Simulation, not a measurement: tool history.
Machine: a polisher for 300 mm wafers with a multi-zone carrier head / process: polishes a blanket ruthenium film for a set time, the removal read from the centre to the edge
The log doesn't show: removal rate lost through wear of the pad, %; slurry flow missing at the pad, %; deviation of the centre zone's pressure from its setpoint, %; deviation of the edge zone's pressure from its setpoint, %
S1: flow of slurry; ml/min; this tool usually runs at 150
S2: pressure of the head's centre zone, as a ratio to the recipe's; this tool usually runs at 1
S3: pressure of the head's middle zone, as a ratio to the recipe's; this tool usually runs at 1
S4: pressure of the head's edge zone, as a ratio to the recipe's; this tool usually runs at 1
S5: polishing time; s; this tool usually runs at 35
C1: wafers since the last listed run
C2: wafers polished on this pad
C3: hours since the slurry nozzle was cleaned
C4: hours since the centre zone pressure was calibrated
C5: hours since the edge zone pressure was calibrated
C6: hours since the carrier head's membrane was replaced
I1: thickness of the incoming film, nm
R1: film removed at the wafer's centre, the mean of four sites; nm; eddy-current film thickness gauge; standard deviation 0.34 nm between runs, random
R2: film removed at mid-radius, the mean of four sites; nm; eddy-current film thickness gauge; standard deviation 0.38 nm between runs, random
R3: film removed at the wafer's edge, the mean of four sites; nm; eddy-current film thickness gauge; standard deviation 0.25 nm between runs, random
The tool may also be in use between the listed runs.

run	hour	S1	S2	S3	S4	S5	C1	C2	C3	C4	C5	C6	I1	R1	R2	R3
1	0	150	1	1	1	35	0	3585	363	149.5	220.9	342.3	640.4	34.1	33.7	34
# hour 31.3: worn pad replaced by a new one
2	59.5	150	1	1	1	35	497	253	422.5	209	280.4	401.8	634.3	34	33.3	33.8
3	133.3	150	1	1	1	35	662	915	496.3	282.8	354.2	475.6	644.1	33.6	32.4	34
4	193	150	1	1.09	1	35	535	1450	556	342.5	413.9	535.3	645.2	33.4	34.9	33.9
5	233.7	150	1	1.09	1	35	365	1815	596.7	383.2	454.6	576	637.3	33	35.5	33.2
6	318.9	150	1	1.09	1	35	764	2580	681.9	468.4	539.8	661.2	637.6	32.9	34.8	32.9
7	401.3	150	0.95	1	1	35	739	3319	764.3	550.8	622.2	743.6	652.7	31.6	32.9	33.2
# hour 449.7: worn pad replaced by a new one
8	472	125	1	1	1	35	598	200	835	621.5	692.9	814.3	632.5	30.4	30.3	32.2
# hour 522.1: carrier head's membrane replaced by a new one
9	528.1	150	0.93	1	1	35	458	658	891.1	677.6	749	6	645.7	30.4	32.4	33
# hour 559.9: slurry nozzle cleaned
10	572.5	150	1	1	1	35	389	1048	12.6	722	793.4	50.4	637.7	30.2	30.1	31.2
11	666.3	115	0.96	1	1	45	841	1889	106.4	815.8	887.2	144.2	633.1	32.7	34.3	38.3
# hour 686.3: edge zone pressure recalibrated
12	723	150	1	1	1	35	490	2380	163.1	872.5	36.7	200.9	634.4	29.9	29.5	30.8
# hour 831.3: worn pad replaced by a new one
# hour 988.2: slurry nozzle cleaned, repeated, since the last time left the tool worse
13	1025.9	150	1	1	1	35	2672	1737	37.7	1175.4	339.6	503.8	638.8	34.6	34.2	33.7
14	1068	150	0.88	1	1.03	44	377	2114	79.8	1217.5	381.7	545.9	632.1	39.2	42.3	43.9
# hour 1259.4: worn pad replaced by a new one
15	1376.9	100	1	1	0.91	30	2735	1054	388.7	1526.4	690.6	854.8	647.8	25.8	25.1	25.9
16	1425.3	190	1	0.9	1	35	434	1488	437.1	1574.8	739	903.2	642.6	36	32.3	34.5
# hour 1471: edge zone pressure recalibrated
17	1483.4	150	1.05	1	1	31	503	1991	495.2	1632.9	12.4	961.3	635.6	30.6	29.1	29.5
# hour 1493.2: carrier head's membrane replaced by a new one
# hour 1543: centre zone pressure recalibrated
# hour 1726.7: worn pad replaced by a new one
# hour 1733.2: slurry nozzle cleaned
18	1762.1	100	1	1	0.91	44	2392	308	28.9	219.1	291.1	268.9	650.4	38.8	38.8	38.6
19	1846.6	150	1.05	1	1	31	758	1066	113.4	303.6	375.6	353.4	631.9	32.2	30.1	30
20	1903.7	150	1	1	1	35	512	1579	170.5	360.7	432.7	410.5	635.8	34.4	33.7	34
21	1992	150	1.11	1	1	35	792	2371	258.8	449	521	498.8	643.3	37.3	33.5	34.1
22	2039.4	150	1	1	1	35	425	2796	306.2	496.4	568.4	546.2	632.2	33.9	33.8	33.8

Here are 4 independent what-if runs from the current tool condition. What would each one return?
A	2039.8	150	1	1.11	1	35	3	2800	306.6	496.8	568.8	546.6	633	?	?	?
B	2039.8	150	1	1	1.04	35	3	2800	306.6	496.8	568.8	546.6	633	?	?	?
C	2039.8	110	0.95	1	0.88	42	3	2800	306.6	496.8	568.8	546.6	633	?	?	?
D	2039.8	185	1.08	0.89	0.92	35	3	2800	306.6	496.8	568.8	546.6	633	?	?	?

run	R1	R2	R3
A	34.6	37	33.7
B	34.6	33.9	34.4
C	36.5	37.7	36.2
D	38.4	32	33.4
With no hidden state in the tool, these same runs would have given:
run	R1	R2	R3
A	35.5	37.9	34.2
B	35.5	34.6	34.9
C	37.8	38.8	36.9
D	39.2	32.6	33.9
